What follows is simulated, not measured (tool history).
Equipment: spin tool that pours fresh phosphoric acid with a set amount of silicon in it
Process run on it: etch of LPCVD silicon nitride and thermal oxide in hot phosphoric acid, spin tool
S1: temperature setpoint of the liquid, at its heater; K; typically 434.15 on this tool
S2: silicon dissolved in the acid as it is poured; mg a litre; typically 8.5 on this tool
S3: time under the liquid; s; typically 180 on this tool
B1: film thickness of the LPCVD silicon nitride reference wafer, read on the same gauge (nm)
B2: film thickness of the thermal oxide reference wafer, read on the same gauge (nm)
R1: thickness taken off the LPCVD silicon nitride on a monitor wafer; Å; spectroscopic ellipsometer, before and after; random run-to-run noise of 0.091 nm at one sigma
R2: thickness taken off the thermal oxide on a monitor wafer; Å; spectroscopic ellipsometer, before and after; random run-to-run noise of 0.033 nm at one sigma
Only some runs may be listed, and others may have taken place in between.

run	hour	S1	S2	S3	B1	B2	R1	R2
1	0	434.15	8.5	180	50	59.997	160.2	5.27
# hour 14: thermometer replaced
2	20.4	434.15	8.5	180	49.96	60.002	145.1	4.7
3	37.4	433.15	8.5	180	49.99	60.041	140.9	4.37
4	59.7	433.15	8.5	180	50.02	60.011	143.5	4.41
5	85.1	436.15	13	180	49.98	60.027	159	4.68
6	118.5	434.15	8.5	180	50	60.006	149	4.65
7	134.9	432.65	12.5	90	49.99	59.997	70.2	1.86
8	154.7	434.15	8.5	180	50	60.004	149.1	5.68
9	178.9	435.65	5.5	130	50.02	59.989	114.6	3.7
10	211	435.15	8.5	95	49.99	59.997	82.3	2.5
11	224.9	434.15	8.5	180	50.02	60.016	150.8	5.23
12	244	434.15	8.5	180	50.02	59.974	150.8	5.41
# hour 255.4: heated supply line repaired
13	274.4	431.15	2.5	100	50.03	60.024	75.4	2.58
14	297.3	436.65	8.5	100	50	60.022	91.1	3.87
# hour 302.1: gauge calibrated
# hour 310.2: dissolved silicon flow meter replaced
15	325.7	434.15	12	125	50	60.008	104.5	3.24
16	357.6	433.15	5.5	180	50.02	60.015	147.8	5.71
17	392.7	436.15	4.5	265	50	59.981	240.4	9.67
18	407	431.15	8.5	285	49.97	60.017	219.3	6.14
19	435.2	434.15	4.5	90	49.97	60.007	77.1	2.62
20	460.3	434.15	8.5	180	50.03	60.008	153.6	5.11
21	473.3	434.15	8.5	255	50	60.002	217.8	7.53
22	487.3	434.15	8.5	120	49.99	60.014	102.7	3.7
23	514.9	434.15	8.5	180	49.99	59.982	154	5.65

Predict each of these 3 candidate next runs independently; none follows another, all start after run 23:
A	515.4	431.65	8.5	180	?	?	?	?
B	515.4	436.65	12.5	235	?	?	?	?
C	515.4	431.65	2.5	260	?	?	?	?

run	B1	B2	R1	R2
A	50.01	59.988	142.1	4.24
B	50.01	59.988	219	7.29
C	50.01	59.988	205.2	6.91
Without the tool's hidden state the same runs would have given:
run	R1	R2
A	135.2	3.8
B	208.6	6.55
C	195.3	6.19
